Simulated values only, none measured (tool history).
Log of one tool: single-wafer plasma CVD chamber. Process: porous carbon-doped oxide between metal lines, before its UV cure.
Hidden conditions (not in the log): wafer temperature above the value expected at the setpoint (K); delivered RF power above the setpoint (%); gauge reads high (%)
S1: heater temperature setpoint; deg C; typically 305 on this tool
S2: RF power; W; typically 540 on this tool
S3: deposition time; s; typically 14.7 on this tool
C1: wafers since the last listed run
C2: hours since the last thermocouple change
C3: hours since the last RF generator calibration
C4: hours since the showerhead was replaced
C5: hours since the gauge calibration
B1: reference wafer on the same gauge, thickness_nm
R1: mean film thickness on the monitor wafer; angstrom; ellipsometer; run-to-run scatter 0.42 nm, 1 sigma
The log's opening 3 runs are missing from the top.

run,day,S1,S2,S3,C1,C2,C3,C4,C5,B1,R1
4,8.221,305,540,14.7,2029,837.2,447.3,2167.9,2539.9,101.593,810.66
5,11.304,305,540,14.7,2730,911.2,521.3,2241.9,2613.9,101.782,810.52
6,14.388,305,540,14.7,2730,985.2,595.3,2315.9,2687.9,101.684,807.15
# day 16.958: thermocouple changed; heater temperature recalibrated
7,17.238,317,540,13.5,2228,6.7,663.7,2384.3,2756.3,101.737,711.83
8,21.696,317,540,13.5,3948,113.7,770.7,2491.3,2863.3,101.830,715.14
9,25.358,305,540,12.6,3243,201.6,858.6,2579.2,2951.2,101.709,706.12
10,27.362,305,540,12.6,1774,249.7,906.7,2627.3,2999.3,101.799,709.56
11,31.554,301,540,13.1,3711,350.3,1007.3,2727.9,3099.9,101.758,745.05
12,33.733,301,540,13.1,1929,402.6,1059.6,2780.2,3152.2,101.598,744.01
13,36.904,301,540,13.1,2807,478.7,1135.7,2856.3,3228.3,101.768,731.82
14,38.842,305,540,14.7,1715,525.2,1182.2,2902.8,3274.8,101.850,807.41
15,42.938,305,540,14.7,3627,623.5,1280.5,3001.1,3373.1,101.715,806.42

Forecast run 16:
# day 44.725: gauge calibrated
16,45.925,305,540,15.8,2645,695.2,1352.2,3072.8,28.8,?,?

Run 16 gave B1 101.722, R1 861.15 angstrom.
Without the tool's hidden state the same run would have given R1 925.09 angstrom.

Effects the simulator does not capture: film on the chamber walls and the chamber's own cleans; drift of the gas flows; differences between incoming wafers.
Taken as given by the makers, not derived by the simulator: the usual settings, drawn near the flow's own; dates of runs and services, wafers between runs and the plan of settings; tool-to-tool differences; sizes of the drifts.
